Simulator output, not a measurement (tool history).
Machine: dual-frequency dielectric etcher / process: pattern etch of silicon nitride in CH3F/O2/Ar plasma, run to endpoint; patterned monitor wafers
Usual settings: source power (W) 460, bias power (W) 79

run,day,source power (W),bias power (W),wafers since the last listed run,hours since the last wet clean,hours since the last source power generator calibration,hours since the last bias power generator calibration,hours since the last upper electrode change,"incoming incoming film thickness, nm",endpoint time (s)
1,0.000,460,84,0,509.3,3897.3,2536.7,969.9,23.29,32.1
# day 0.033: wet clean of the chamber
2,2.200,430,79,452,52.0,3950.1,2589.5,1022.7,22.98,32.7
3,4.983,460,79,581,118.8,4016.9,2656.3,1089.5,23.47,32.8
4,8.283,460,79,688,198.0,4096.1,2735.5,1168.7,22.98,32.1
5,19.546,460,79,2351,468.3,4366.4,3005.8,1439.0,23.22,32.8
# day 23.817: wet clean of the chamber
6,23.838,460,79,687,0.5,4469.4,3108.8,1542.0,23.22,32.7
7,28.025,460,79,874,101.0,4569.9,3209.3,1642.5,23.20,32.7
8,36.904,460,79,1853,314.1,4783.0,3422.4,1855.6,23.32,33.1
9,40.008,460,79,648,388.6,4857.5,3496.9,1930.1,23.19,32.7
10,43.779,460,79,787,479.1,4948.0,3587.4,2020.6,23.19,33.1
# day 46.633: wet clean of the chamber
11,46.654,460,79,391,0.5,5017.0,3656.4,2089.6,23.24,32.6
# day 47.092: source power generator calibrated
12,48.029,400,79,252,33.5,22.5,3689.4,2122.6,23.21,33.7
13,51.504,400,79,725,116.9,105.9,3772.8,2206.0,23.25,34.0
14,53.992,350,89,519,176.6,165.6,3832.5,2265.7,23.38,33.9
# day 59.542: upper electrode replaced
15,59.562,560,59,954,310.3,299.3,3966.2,0.5,23.15,35.0
# day 68.200: wet clean of the chamber
# day 68.692: bias power generator calibrated
16,70.125,490,69,1961,46.2,552.8,34.4,254.0,23.39,34.2
17,76.025,460,91,1231,187.8,694.4,176.0,395.6,23.35,30.9
18,78.129,510,79,439,238.3,744.9,226.5,446.1,23.33,31.8
19,80.317,460,79,456,290.8,797.4,279.0,498.6,23.09,32.3
20,81.846,460,89,319,327.5,834.1,315.7,535.3,23.16,30.8
21,84.946,460,66,647,401.9,908.5,390.1,609.7,23.45,35.4
# day 89.121: wet clean of the chamber
22,89.288,460,79,697,4.0,1012.7,494.3,713.9,23.29,33.2
23,91.825,390,68,529,64.9,1073.6,555.2,774.8,23.14,36.2
24,94.267,460,88,509,123.5,1132.2,613.8,833.4,23.21,31.0
25,95.862,360,88,333,161.8,1170.5,652.1,871.7,23.29,33.0
26,98.179,430,90,483,217.4,1226.1,707.7,927.3,23.06,31.1

For each run, what was the tool's unlogged condition?
etch rate over this chamber's usual, %: 0, the same for each run
source power that arrives over what is set, %: 0, the same for each run
bias power that arrives over what is set, %: 0, the same for each run
